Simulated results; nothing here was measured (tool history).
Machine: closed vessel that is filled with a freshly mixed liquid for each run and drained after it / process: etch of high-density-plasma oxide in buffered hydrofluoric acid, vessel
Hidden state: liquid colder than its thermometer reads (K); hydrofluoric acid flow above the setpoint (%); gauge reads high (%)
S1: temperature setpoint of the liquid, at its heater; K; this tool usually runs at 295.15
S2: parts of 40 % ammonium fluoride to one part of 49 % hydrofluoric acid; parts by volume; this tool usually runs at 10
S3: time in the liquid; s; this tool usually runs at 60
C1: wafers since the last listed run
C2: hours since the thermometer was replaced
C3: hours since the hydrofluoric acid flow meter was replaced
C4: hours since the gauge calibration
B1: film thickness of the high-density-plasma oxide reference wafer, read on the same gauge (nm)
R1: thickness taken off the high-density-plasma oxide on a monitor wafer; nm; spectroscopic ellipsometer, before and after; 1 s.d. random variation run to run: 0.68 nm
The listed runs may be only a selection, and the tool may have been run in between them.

run	day	S1	S2	S3	C1	C2	C3	C4	B1	R1
1	0	295.15	10	30	0	1715.5	1042.4	492.2	29.98	33.36
2	1.329	295.15	10	30	2181	1747.4	1074.3	524.1	30.03	33.05
3	2.383	295.15	10	30	1730	1772.7	1099.6	549.4	30.02	32.62
4	4.396	295.15	10	60	3303	1821	1147.9	597.7	30.03	65.26
5	5.658	295.15	10	60	2072	1851.3	1178.2	628	29.96	64.36
6	7.508	295.15	10	60	3036	1895.7	1222.6	672.4	29.96	65.07
7	9.067	295.15	10	60	2557	1933.1	1260	709.8	30	64.33
8	10.875	295.15	10	60	2968	1976.5	1303.4	753.2	30.02	64.29
# day 11.854: gauge calibrated
9	13.212	295.15	10	60	3836	2032.6	1359.5	32.6	30	64.56
10	14.633	295.15	13	60	2332	2066.7	1393.6	66.7	30.05	50.22
11	17.362	297.65	10	60	4479	2132.2	1459.1	132.2	30.04	73.12
12	19.088	293.65	8	60	2831	2173.6	1500.5	173.6	30.02	71.81
# day 20.083: hydrofluoric acid flow meter replaced
13	21.762	293.65	8	60	4322	2237.8	40.3	237.8	30	71.94
14	24.154	293.65	8	60	3925	2295.2	97.7	295.2	29.97	70.64
# day 26.075: thermometer replaced
15	26.442	295.15	10	60	3686	8.8	152.6	350.1	30	59.82
16	27.55	295.15	10	50	1819	35.4	179.2	376.7	30.03	49.56
17	28.608	293.65	10	60	1737	60.8	204.6	402.1	29.98	53.59
18	29.725	295.15	10	60	1832	87.6	231.4	428.9	30.02	59.41
19	31.954	296.65	10	40	3659	141.1	284.9	482.4	29.99	42.58
# day 35.562: thermometer replaced, repeated, since the last time left the tool worse
20	39.2	295.15	10	60	11825	87.3	458.8	656.3	30.04	69.77
21	40.321	295.15	10	60	1839	114.2	485.7	683.2	29.97	70.26
22	41.912	295.15	10	60	2612	152.4	523.9	721.4	29.98	69.75
23	43.188	296.65	10	60	2092	183	554.5	752	30.01	75.82
24	45.062	295.15	10	60	3077	228	599.5	797	30.02	69.71
25	46.125	292.15	12.5	40	1744	253.5	625	822.5	30.05	31.99
# day 47.442: gauge calibrated
26	48.208	296.65	14	35	3419	303.5	675	18.4	30	31.54
27	55.742	299.15	10	70	12365	484.3	855.8	199.2	29.96	99.92
28	57.933	295.15	10	40	3597	536.9	908.4	251.8	30.01	46.42
29	63.742	299.65	10	60	9534	676.3	1047.8	391.2	30.04	86.73
30	65.379	291.65	11	60	2687	715.6	1087.1	430.5	30.02	51.01

What was the tool's hidden state at every run in the log?
hydrofluoric acid flow above the setpoint (%): 0, the same for each run
gauge reads high (%): 0, the same for each run
H1: liquid colder than its thermometer reads (K)
run	H1
1	1.37
2	1.4
3	1.42
4	1.46
5	1.48
6	1.52
7	1.55
8	1.58
9	1.63
10	1.65
11	1.71
12	1.74
13	1.79
14	1.83
15	3.08
16	3.1
17	3.12
18	3.14
19	3.18
20	0.108
21	0.129
22	0.159
23	0.184
24	0.22
25	0.24
26	0.279
27	0.423
28	0.465
29	0.576
30	0.607
